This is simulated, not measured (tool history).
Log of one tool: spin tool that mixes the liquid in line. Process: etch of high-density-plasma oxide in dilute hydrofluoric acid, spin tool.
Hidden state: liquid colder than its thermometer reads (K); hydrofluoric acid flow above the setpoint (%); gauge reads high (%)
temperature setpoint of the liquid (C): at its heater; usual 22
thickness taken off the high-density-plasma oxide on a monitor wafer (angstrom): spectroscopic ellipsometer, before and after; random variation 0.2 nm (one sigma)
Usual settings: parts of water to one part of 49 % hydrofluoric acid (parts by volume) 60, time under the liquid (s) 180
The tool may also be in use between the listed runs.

run	hour	temperature setpoint of the liquid (C)	parts of water to one part of 49 % hydrofluoric acid (parts by volume)	time under the liquid (s)	wafers since the last listed run	hours since the thermometer was replaced	hours since the hydrofluoric acid flow meter was replaced	hours since the gauge calibration	read-back film thickness of the high-density-plasma oxide reference wafer, read on the same gauge (nm)	thickness taken off the high-density-plasma oxide on a monitor wafer (angstrom)
1	0	22	60	180	0	805	1899.4	495.1	49.99	303.7
2	38.1	22	60	180	184	843.1	1937.5	533.2	50.01	306.5
3	87.7	22	60	180	240	892.7	1987.1	582.8	50.04	307.2
4	132.6	22	60	180	217	937.6	2032	627.7	49.99	304
5	171.6	22	60	180	188	976.6	2071	666.7	50.01	306.2
6	205.1	22	60	180	162	1010.1	2104.5	700.2	49.99	313.7
7	239	18.5	60	180	164	1044	2138.4	734.1	50.02	264.5
8	302.3	18.5	60	180	306	1107.3	2201.7	797.4	49.99	270.2
9	360.1	18.5	60	180	280	1165.1	2259.5	855.2	49.97	266.2
# hour 383.7: hydrofluoric acid flow meter replaced
10	393	22	60	105	154	1198	9.3	888.1	49.96	167.1
11	423.5	22	60	105	147	1228.5	39.8	918.6	49.99	168
12	482.3	22	60	105	284	1287.3	98.6	977.4	49.96	170.4
13	570.9	26	75	290	429	1375.9	187.2	1066	50.01	426.3
# hour 580.1: thermometer replaced
14	608.9	26	40	230	179	28.8	225.2	1104	49.99	672.3
15	645.3	22	60	135	176	65.2	261.6	1140.4	50	218.6
16	699.2	17	60	105	261	119.1	315.5	1194.3	50.02	137.9
17	727.8	17.5	80	180	138	147.7	344.1	1222.9	50.01	177.8
# hour 728.8: gauge calibrated
18	785.5	19	60	150	279	205.4	401.8	56.7	49.99	214
19	854	26	40	230	331	273.9	470.3	125.2	50.02	677.1
20	918.7	22	50	265	313	338.6	535	189.9	50.03	521
21	950.5	19.5	90	75	154	370.4	566.8	221.7	49.96	72.2
22	999.9	17.5	45	85	239	419.8	616.2	271.1	50.02	156.5
23	1031.6	22	50	180	153	451.5	647.9	302.8	50	358.4
24	1079.6	22	60	180	232	499.5	695.9	350.8	50.02	296.8

The same runs without the tool's hidden state, with the same run-to-run variation:
run	thickness taken off the high-density-plasma oxide on a monitor wafer (angstrom)
1	282.5
2	284.7
3	284.8
4	281.4
5	283
6	289.6
7	243.9
8	248.7
9	244.5
10	165.2
11	165.9
12	167.9
13	418.4
14	659.3
15	214
16	134.7
17	173.4
18	208.4
19	657.8
20	504.8
21	69.8
22	151.2
23	345.9
24	285.7

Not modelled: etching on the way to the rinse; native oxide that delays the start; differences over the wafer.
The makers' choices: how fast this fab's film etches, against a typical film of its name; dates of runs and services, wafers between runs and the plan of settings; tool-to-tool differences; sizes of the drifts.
